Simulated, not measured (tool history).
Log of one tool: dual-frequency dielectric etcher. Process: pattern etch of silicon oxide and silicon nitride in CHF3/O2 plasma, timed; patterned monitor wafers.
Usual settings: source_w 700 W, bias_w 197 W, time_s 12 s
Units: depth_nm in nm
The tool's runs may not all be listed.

| run | hour | source_w | bias_w | time_s | read-back reference wafer on the same gauge, depth_nm | depth_nm |
|---|---|---|---|---|---|---|
| 1 | 0 | 700 | 197 | 12 | 20.14 | 20.26 |
| 2 | 0.3 | 700 | 197 | 12 | 20.08 | 20.26 |
| 3 | 11.1 | 700 | 197 | 12 | 20.09 | 20.13 |
| 4 | 17.4 | 700 | 197 | 12 | 20.1 | 20.2 |
| 5 | 24.3 | 590 | 197 | 13.5 | 20.09 | 20.83 |
| 6 | 30.4 | 700 | 197 | 12 | 20.09 | 20.22 |
| 7 | 39.1 | 700 | 197 | 14.5 | 20.07 | 24.45 |
| 8 | 55.6 | 700 | 197 | 12 | 20.1 | 20.37 |
| 9 | 73.2 | 700 | 197 | 12 | 20.08 | 20.12 |
| 10 | 84.7 | 700 | 221 | 13.5 | 20.1 | 24.05 |
|  | 102.3 | gauge calibrated |
|  | 125.3 | upper electrode replaced |
| 11 | 125.8 | 700 | 197 | 12 | 20.06 | 20 |
| 12 | 126.1 | 860 | 230 | 13.5 | 20.11 | 26.99 |
| 13 | 126.4 | 760 | 168 | 10 | 20.09 | 16.01 |
| 14 | 132.7 | 580 | 151 | 12 | 20.07 | 15.66 |
| 15 | 143.4 | 540 | 220 | 12 | 20.12 | 18.51 |
| 16 | 157.6 | 840 | 197 | 14 | 20.09 | 25.51 |
|  | 173.2 | source power generator calibrated |
| 17 | 201.1 | 570 | 177 | 10 | 20.09 | 13.97 |
| 18 | 221.1 | 780 | 197 | 12 | 20.1 | 21.01 |
| 19 | 236.2 | 700 | 235 | 13.5 | 20.09 | 24.48 |
| 20 | 251.6 | 600 | 233 | 12 | 20.09 | 20.09 |
| 21 | 264.9 | 700 | 213 | 13.5 | 20.12 | 23.29 |
| 22 | 281.2 | 580 | 197 | 10 | 20.12 | 14.87 |
| 23 | 291.2 | 700 | 197 | 12 | 20.08 | 19.81 |
| 24 | 309 | 840 | 181 | 12 | 20.12 | 20.73 |
| 25 | 315.2 | 640 | 197 | 14.5 | 20.12 | 22.85 |
| 26 | 331.9 | 700 | 197 | 10.5 | 20.06 | 17.36 |
| 27 | 344.2 | 850 | 197 | 12 | 20.09 | 21.75 |
| 28 | 352.9 | 820 | 159 | 10.5 | 20.1 | 16.8 |
| 29 | 364.4 | 700 | 197 | 12 | 20.09 | 19.59 |

What the log doesn't show, run by run:
source power that arrives over what is set, %: 0 in every run
bias power that arrives over what is set, %: 0 in every run
gauge reads high (%): 0 in every run
H1: etch rate over this chamber's usual, %
| run | H1 |
|---|---|
| 1 | 0.184 |
| 2 | 0.182 |
| 3 | 0.108 |
| 4 | 0.0657 |
| 5 | 0.0188 |
| 6 | -0.0227 |
| 7 | -0.0819 |
| 8 | -0.194 |
| 9 | -0.314 |
| 10 | -0.392 |
| 11 | -0.671 |
| 12 | -0.673 |
| 13 | -0.675 |
| 14 | -0.718 |
| 15 | -0.791 |
| 16 | -0.887 |
| 17 | -1.18 |
| 18 | -1.32 |
| 19 | -1.42 |
| 20 | -1.53 |
| 21 | -1.62 |
| 22 | -1.73 |
| 23 | -1.8 |
| 24 | -1.92 |
| 25 | -1.96 |
| 26 | -2.07 |
| 27 | -2.16 |
| 28 | -2.21 |
| 29 | -2.29 |

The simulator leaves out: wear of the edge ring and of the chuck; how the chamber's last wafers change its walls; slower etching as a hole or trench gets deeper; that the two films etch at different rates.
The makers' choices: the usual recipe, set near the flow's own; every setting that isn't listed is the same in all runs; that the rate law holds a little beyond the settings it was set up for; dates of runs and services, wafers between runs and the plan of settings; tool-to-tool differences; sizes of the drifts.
